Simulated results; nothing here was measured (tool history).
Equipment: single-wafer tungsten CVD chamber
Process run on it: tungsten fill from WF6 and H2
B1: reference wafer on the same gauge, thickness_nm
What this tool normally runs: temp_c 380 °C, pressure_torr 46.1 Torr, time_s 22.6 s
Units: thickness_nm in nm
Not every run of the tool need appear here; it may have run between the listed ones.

{"run": 1, "hour": 0.0, "temp_c": 387, "pressure_torr": 46.1, "time_s": 22.6, "B1": 58.183, "thickness_nm": 67.691}
{"run": 2, "hour": 26.4, "temp_c": 380, "pressure_torr": 46.1, "time_s": 24.9, "B1": 58.093, "thickness_nm": 66.707}
{"run": 3, "hour": 44.6, "temp_c": 380, "pressure_torr": 46.1, "time_s": 24.9, "B1": 58.149, "thickness_nm": 66.663}
{"run": 4, "hour": 69.4, "temp_c": 380, "pressure_torr": 46.1, "time_s": 24.9, "B1": 58.074, "thickness_nm": 66.41}
{"run": 5, "hour": 93.4, "temp_c": 380, "pressure_torr": 46.1, "time_s": 24.2, "B1": 58.069, "thickness_nm": 64.646}
{"run": 6, "hour": 117.5, "temp_c": 380, "pressure_torr": 46.1, "time_s": 24.2, "B1": 58.133, "thickness_nm": 64.357}
{"run": 7, "hour": 145.6, "temp_c": 380, "pressure_torr": 46.1, "time_s": 20.3, "B1": 58.126, "thickness_nm": 54.195}
{"run": 8, "hour": 170.4, "temp_c": 380, "pressure_torr": 46.1, "time_s": 22.6, "B1": 58.086, "thickness_nm": 60.253}
{"run": 9, "hour": 191.7, "temp_c": 380, "pressure_torr": 46.1, "time_s": 22.6, "B1": 58.139, "thickness_nm": 60.247}
{"run": 10, "hour": 214.5, "temp_c": 380, "pressure_torr": 46.1, "time_s": 22.6, "B1": 58.152, "thickness_nm": 60.036}
{"run": 11, "hour": 226.8, "temp_c": 380, "pressure_torr": 46.1, "time_s": 22.6, "B1": 58.105, "thickness_nm": 60.303}
{"hour": 239.0, "done": "gauge calibrated"}
{"run": 12, "hour": 259.4, "temp_c": 380, "pressure_torr": 38.9, "time_s": 19.4, "B1": 58.086, "thickness_nm": 48.706}
{"run": 13, "hour": 294.2, "temp_c": 380, "pressure_torr": 38.9, "time_s": 19.4, "B1": 58.103, "thickness_nm": 48.727}
{"run": 14, "hour": 308.8, "temp_c": 380, "pressure_torr": 38.9, "time_s": 19.4, "B1": 58.094, "thickness_nm": 48.703}
{"run": 15, "hour": 339.3, "temp_c": 380, "pressure_torr": 46.1, "time_s": 22.6, "B1": 58.115, "thickness_nm": 60.083}
{"run": 16, "hour": 370.5, "temp_c": 380, "pressure_torr": 46.1, "time_s": 22.6, "B1": 58.109, "thickness_nm": 60.701}
{"run": 17, "hour": 405.8, "temp_c": 384, "pressure_torr": 54.9, "time_s": 26.1, "B1": 58.104, "thickness_nm": 80.059}
{"run": 18, "hour": 436.7, "temp_c": 374, "pressure_torr": 50.4, "time_s": 18.2, "B1": 58.093, "thickness_nm": 44.99}
{"run": 19, "hour": 456.8, "temp_c": 390, "pressure_torr": 51.2, "time_s": 19.3, "B1": 58.081, "thickness_nm": 63.774}
{"run": 20, "hour": 476.5, "temp_c": 380, "pressure_torr": 46.1, "time_s": 22.6, "B1": 58.126, "thickness_nm": 60.652}
{"hour": 485.7, "done": "thermocouple changed; heater temperature recalibrated"}
{"hour": 505.1, "done": "capacitance manometer re-zeroed and calibrated"}
{"run": 21, "hour": 505.6, "temp_c": 380, "pressure_torr": 46.1, "time_s": 25.9, "B1": 58.076, "thickness_nm": 62.671}
{"hour": 531.5, "done": "showerhead replaced"}
{"run": 22, "hour": 533.1, "temp_c": 380, "pressure_torr": 38.2, "time_s": 22.6, "B1": 58.082, "thickness_nm": 50.938}
{"run": 23, "hour": 558.4, "temp_c": 380, "pressure_torr": 46.1, "time_s": 22.6, "B1": 58.14, "thickness_nm": 54.891}
{"run": 24, "hour": 575.0, "temp_c": 393, "pressure_torr": 40.6, "time_s": 22.6, "B1": 58.059, "thickness_nm": 65.881}
{"run": 25, "hour": 594.2, "temp_c": 380, "pressure_torr": 46.1, "time_s": 19.9, "B1": 58.031, "thickness_nm": 48.293}
{"run": 26, "hour": 619.0, "temp_c": 380, "pressure_torr": 46.1, "time_s": 26.3, "B1": 58.119, "thickness_nm": 64.13}
{"run": 27, "hour": 644.1, "temp_c": 374, "pressure_torr": 50.4, "time_s": 18.2, "B1": 58.168, "thickness_nm": 41.305}
{"run": 28, "hour": 678.7, "temp_c": 373, "pressure_torr": 53.0, "time_s": 24.2, "B1": 58.116, "thickness_nm": 54.741}
{"run": 29, "hour": 697.7, "temp_c": 380, "pressure_torr": 46.1, "time_s": 22.6, "B1": 58.099, "thickness_nm": 55.444}
{"run": 30, "hour": 731.4, "temp_c": 380, "pressure_torr": 46.1, "time_s": 19.7, "B1": 58.091, "thickness_nm": 48.497}
{"run": 31, "hour": 752.1, "temp_c": 380, "pressure_torr": 46.1, "time_s": 22.6, "B1": 58.065, "thickness_nm": 55.608}
{"run": 32, "hour": 807.3, "temp_c": 368, "pressure_torr": 46.1, "time_s": 22.6, "B1": 58.093, "thickness_nm": 45.026}
{"run": 33, "hour": 842.3, "temp_c": 380, "pressure_torr": 46.1, "time_s": 22.6, "B1": 58.127, "thickness_nm": 56.088}
{"run": 34, "hour": 869.4, "temp_c": 391, "pressure_torr": 46.1, "time_s": 22.6, "B1": 58.108, "thickness_nm": 67.849}
{"run": 35, "hour": 901.0, "temp_c": 370, "pressure_torr": 46.1, "time_s": 19.0, "B1": 58.073, "thickness_nm": 39.457}

Predict each of these 3 candidate next runs independently; none follows another, all start after run 35:
{"run": "A", "hour": 901.4, "temp_c": 380, "pressure_torr": 46.1, "time_s": 18.9, "B1": "?", "thickness_nm": "?"}
{"run": "B", "hour": 901.4, "temp_c": 393, "pressure_torr": 57.5, "time_s": 22.6, "B1": "?", "thickness_nm": "?"}
{"run": "C", "hour": 901.4, "temp_c": 393, "pressure_torr": 36.7, "time_s": 24.1, "B1": "?", "thickness_nm": "?"}

run=A B1=58.087 thickness_nm=46.974
run=B B1=58.087 thickness_nm=76.218
run=C B1=58.087 thickness_nm=69.269
The same runs, with their run-to-run variation unchanged, on a tool lacking any hidden condition would have given:
run=A thickness_nm=45.876
run=B thickness_nm=74.534
run=C thickness_nm=67.739

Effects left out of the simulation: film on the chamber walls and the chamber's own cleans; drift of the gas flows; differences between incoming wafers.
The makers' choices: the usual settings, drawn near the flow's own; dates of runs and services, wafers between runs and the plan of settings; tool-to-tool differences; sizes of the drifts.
